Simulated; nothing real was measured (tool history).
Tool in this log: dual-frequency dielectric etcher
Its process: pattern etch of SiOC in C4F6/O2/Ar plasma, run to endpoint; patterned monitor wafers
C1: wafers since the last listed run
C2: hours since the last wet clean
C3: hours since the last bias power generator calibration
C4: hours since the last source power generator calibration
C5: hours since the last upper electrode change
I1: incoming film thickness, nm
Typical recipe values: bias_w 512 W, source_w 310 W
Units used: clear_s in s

Run 1, hour 0: usual settings but source_w 280 W; C1 0; C2 517.6; C3 3130.3; C4 2922.4; C5 4708.4; I1 39.79. Result: clear_s 15.4 s.
At hour 19: wet clean of the chamber.
Run 2, hour 62.9: usual settings but source_w 350 W; C1 783; C2 43.9; C3 3193.2; C4 2985.3; C5 4771.3; I1 39.5. Result: clear_s 13.9 s.
Run 3, hour 109.4: usual settings; C1 829; C2 90.4; C3 3239.7; C4 3031.8; C5 4817.8; I1 39.55. Result: clear_s 14.5 s.
Run 4, hour 159.5: usual settings; C1 893; C2 140.5; C3 3289.8; C4 3081.9; C5 4867.9; I1 39.64. Result: clear_s 14.7 s.
Run 5, hour 196.6: usual settings; C1 661; C2 177.6; C3 3326.9; C4 3119; C5 4905; I1 39.66. Result: clear_s 14.6 s.
Run 6, hour 243.6: usual settings but source_w 290 W; C1 838; C2 224.6; C3 3373.9; C4 3166; C5 4952; I1 39.33. Result: clear_s 14.8 s.
Run 7, hour 289.3: usual settings; C1 814; C2 270.3; C3 3419.6; C4 3211.7; C5 4997.7; I1 39.64. Result: clear_s 14.7 s.
Run 8, hour 330.3: usual settings; C1 731; C2 311.3; C3 3460.6; C4 3252.7; C5 5038.7; I1 39.45. Result: clear_s 14.7 s.
At hour 360.9: bias power generator calibrated.
Run 9, hour 365: usual settings; C1 547; C2 346; C3 4.1; C4 3287.4; C5 5073.4; I1 39.63. Result: clear_s 14.8 s.
Run 10, hour 404: usual settings; C1 695; C2 385; C3 43.1; C4 3326.4; C5 5112.4; I1 39.69. Result: clear_s 14.9 s.
At hour 433.1: source power generator calibrated.
Run 11, hour 455.1: usual settings; C1 839; C2 436.1; C3 94.2; C4 22; C5 5163.5; I1 39.81. Result: clear_s 14.9 s.
At hour 515.4: wet clean of the chamber.
At hour 525.4: upper electrode replaced.
Run 12, hour 525.9: usual settings but source_w 260 W; C1 656; C2 10.5; C3 165; C4 92.8; C5 0.5; I1 39.54. Result: clear_s 15.3 s.
Run 13, hour 550.4: usual settings but bias_w 416 W, source_w 330 W; C1 436; C2 35; C3 189.5; C4 117.3; C5 25; I1 39.51. Result: clear_s 15.2 s.
Run 14, hour 600.8: usual settings; C1 898; C2 85.4; C3 239.9; C4 167.7; C5 75.4; I1 39.75. Result: clear_s 14.6 s.
Run 15, hour 669: usual settings but bias_w 555 W, source_w 260 W; C1 1216; C2 153.6; C3 308.1; C4 235.9; C5 143.6; I1 39.51. Result: clear_s 14.9 s.
Run 16, hour 720.6: usual settings but bias_w 563 W, source_w 280 W; C1 920; C2 205.2; C3 359.7; C4 287.5; C5 195.2; I1 39.53. Result: clear_s 14.5 s.
Run 17, hour 764.1: usual settings; C1 775; C2 248.7; C3 403.2; C4 331; C5 238.7; I1 39.57. Result: clear_s 14.7 s.
Run 18, hour 793.9: usual settings but bias_w 474 W, source_w 390 W; C1 531; C2 278.5; C3 433; C4 360.8; C5 268.5; I1 39.78. Result: clear_s 14.1 s.
Run 19, hour 857.1: usual settings but bias_w 458 W, source_w 250 W; C1 1127; C2 341.7; C3 496.2; C4 424; C5 331.7; I1 39.8. Result: clear_s 16.4 s.
Run 20, hour 901.8: usual settings but bias_w 447 W, source_w 280 W; C1 797; C2 386.4; C3 540.9; C4 468.7; C5 376.4; I1 39.73. Result: clear_s 16.1 s.
Run 21, hour 946.2: usual settings but bias_w 630 W, source_w 250 W; C1 791; C2 430.8; C3 585.3; C4 513.1; C5 420.8; I1 39.65. Result: clear_s 14.7 s.
Run 22, hour 985.4: usual settings but bias_w 628 W, source_w 240 W; C1 699; C2 470; C3 624.5; C4 552.3; C5 460; I1 39.99. Result: clear_s 15.1 s.
Run 23, hour 1019.9: usual settings but bias_w 562 W; C1 615; C2 504.5; C3 659; C4 586.8; C5 494.5; I1 39.77. Result: clear_s 14.5 s.
At hour 1087.1: wet clean of the chamber.
Run 24, hour 1087.6: usual settings; C1 779; C2 0.5; C3 726.7; C4 654.5; C5 562.2; I1 39.66. Result: clear_s 14.5 s.

What if the next run were any one of these 3? Each begins from the tool's condition after run 24:
Run A, hour 1088: usual settings; C1 7; C2 0.9; C3 727.1; C4 654.9; C5 562.6; I1 39.64. Result: clear_s ?.
Run B, hour 1088: usual settings but bias_w 426 W; C1 7; C2 0.9; C3 727.1; C4 654.9; C5 562.6; I1 39.64. Result: clear_s ?.
Run C, hour 1088: usual settings but bias_w 428 W, source_w 350 W; C1 7; C2 0.9; C3 727.1; C4 654.9; C5 562.6; I1 39.64. Result: clear_s ?.

run  clear_s
  A     14.5
  B     15.4
  C     14.8
With no hidden state in the tool, these same runs would have given:
run  clear_s
  A     14.4
  B     15.4
  C     14.8

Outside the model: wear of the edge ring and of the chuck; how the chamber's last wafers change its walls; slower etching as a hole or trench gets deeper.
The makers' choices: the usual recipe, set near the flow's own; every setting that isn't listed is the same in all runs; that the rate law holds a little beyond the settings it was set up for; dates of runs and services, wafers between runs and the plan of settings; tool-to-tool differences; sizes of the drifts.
